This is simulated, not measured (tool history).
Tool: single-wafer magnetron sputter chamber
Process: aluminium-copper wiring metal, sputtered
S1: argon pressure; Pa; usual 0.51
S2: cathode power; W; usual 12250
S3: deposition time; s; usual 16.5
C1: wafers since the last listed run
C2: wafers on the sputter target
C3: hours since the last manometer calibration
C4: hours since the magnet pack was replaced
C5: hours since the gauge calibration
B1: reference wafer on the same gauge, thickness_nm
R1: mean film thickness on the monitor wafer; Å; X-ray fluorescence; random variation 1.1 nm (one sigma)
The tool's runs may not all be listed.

run    hour     S1     S2    S3    C1     C2      C3      C4      C5       B1       R1
  1       0   0.51  12250  17.3     0   2545  2026.4  8801.9  1006.8  334.126  3702.98
  2    37.5   0.51  12250  17.3  1454   3999  2063.9  8839.4  1044.3  334.304  3714.48
  3    63.4   0.51  12250  16.5  1004   5003  2089.8  8865.3  1070.2  333.478  3529.43
  4   121.1   0.51  12250  16.5  2237   7241  2147.5    8923  1127.9  334.244  3538.08
  5   178.1   0.51  12250  16.5  2210   9451  2204.5    8980  1184.9  333.688  3511.65
  6   211.1   0.51  13000  16.5  1279  10731  2237.5    9013  1217.9  333.782  3731.84
  7   250.8   0.51  13000  16.5  1539  12270  2277.2  9052.7  1257.6  334.489  3755.91
      284.3  -- sputter target and shields replaced
  8   287.6   0.51  13000  16.5  1116    126    2314  9089.5  1294.4   333.72  3753.89
  9   344.3   0.51  12250  16.5  2198   2325  2370.7  9146.2  1351.1  333.639  3519.12
 10   372.6   0.51  12250  16.5  1097   3422    2399  9174.5  1379.4  334.065  3564.92
 11   443.8  0.358  12250  16.5  2760   6183  2470.2  9245.7  1450.6   334.35  3806.52
 12   502.2  0.358  12250  16.5  2264   8448  2528.6  9304.1    1509  334.392  3791.95
 13   545.8   0.51  12250  16.5  1690  10138  2572.2  9347.7  1552.6  333.571  3539.28
 14   582.1  0.678  12250  15.5  1407  11546  2608.5    9384  1588.9  334.262  3065.01
 15   636.3   0.51   9600  13.4  2101  13648  2662.7  9438.2  1643.1   334.19  2254.87
      673.1  -- magnet pack replaced
 16   673.6   0.51  12250  18.3  1136  14784    2700     0.5  1680.4  334.179  3931.47
        728  -- sputter target and shields replaced
 17   731.4   0.51  12250  16.5  1931    132  2757.8    58.3  1738.2  334.052  3563.28
 18   793.4   0.51   9200  13.9  2404   2536  2819.8   120.3  1800.2  334.198  2258.62
      806.8  -- gauge calibrated
 19   833.9   0.51  12250  16.5  1570   4107  2860.3   160.8    27.1  334.114  3538.77
 20   867.9  0.369  12250  16.5  1318   5425  2894.3   194.8    61.1  334.055  3820.91
 21   933.5   0.51  14000  13.4  2543   7969  2959.9   260.4   126.7  334.053  3300.46
 22   981.1  0.691  12250  16.5  1845   9815  3007.5     308   174.3  334.304  3233.98
 23  1122.5   0.51  12250  16.5  5483  15298  3148.9   449.4   315.7  334.307  3534.45
       1148  -- sputter target and shields replaced
 24    1185   0.51  12250  16.5  2113   1433  3211.4   511.9   378.2  334.436  3534.54
     1219.7  -- capacitance manometer re-zeroed and calibrated
 25  1237.5   0.51  12250  15.4  1725   3158    17.8   564.4   430.7  333.645  3133.71
 26  1282.7  0.373   9900  15.1  1752   4911      63   609.6   475.9  333.734  2710.58
 27  1325.4   0.35  10850  19.4  1655   6567   105.7   652.3   518.6   333.62  3849.01
 28  1388.1   0.51  12250  16.5  2431   8998   168.4     715   581.3  333.898  3369.03
 29  1437.3   0.51  12250  16.5  1907  10906   217.6   764.2   630.5  333.346  3380.43
 30  1508.6   0.51  12250  16.5  2764  13671   288.9   835.5   701.8  333.716   3404.1
 31  1533.7   0.51  12250  19.4   973  14644     314   860.6   726.9  334.088  3997.42
     1547.9  -- sputter target and shields replaced
 32  1567.6  0.343  12250  16.5  1004    765   347.9   894.5   760.8  333.763  3755.29
 33  1628.9   0.51   9800  18.1  2377   3142   409.2   955.8   822.1   333.95  2981.52
 34  1684.9   0.51  12250  16.5  2171   5314   465.2  1011.8   878.1  333.947  3406.68

4 ways to go on from here, each from the tool as it stands after run 34. What would each give?
  A  1685.3   0.51  12250  16.5  15  5329  465.6  1012.2  878.5   ?   ?
  B  1685.3   0.51  14300  16.5  15  5329  465.6  1012.2  878.5   ?   ?
  C  1685.3  0.694   9800  18.4  15  5329  465.6  1012.2  878.5   ?   ?
  D  1685.3  0.562  12250  13.7  15  5329  465.6  1012.2  878.5   ?   ?

run       B1       R1
  A  334.419  3407.54
  B  334.419  3977.78
  C  334.419  2741.24
  D  334.419  2746.57
Without the tool's hidden state the same runs would have given:
run       R1
  A   3350.8
  B  3911.55
  C  2678.97
  D  2695.95

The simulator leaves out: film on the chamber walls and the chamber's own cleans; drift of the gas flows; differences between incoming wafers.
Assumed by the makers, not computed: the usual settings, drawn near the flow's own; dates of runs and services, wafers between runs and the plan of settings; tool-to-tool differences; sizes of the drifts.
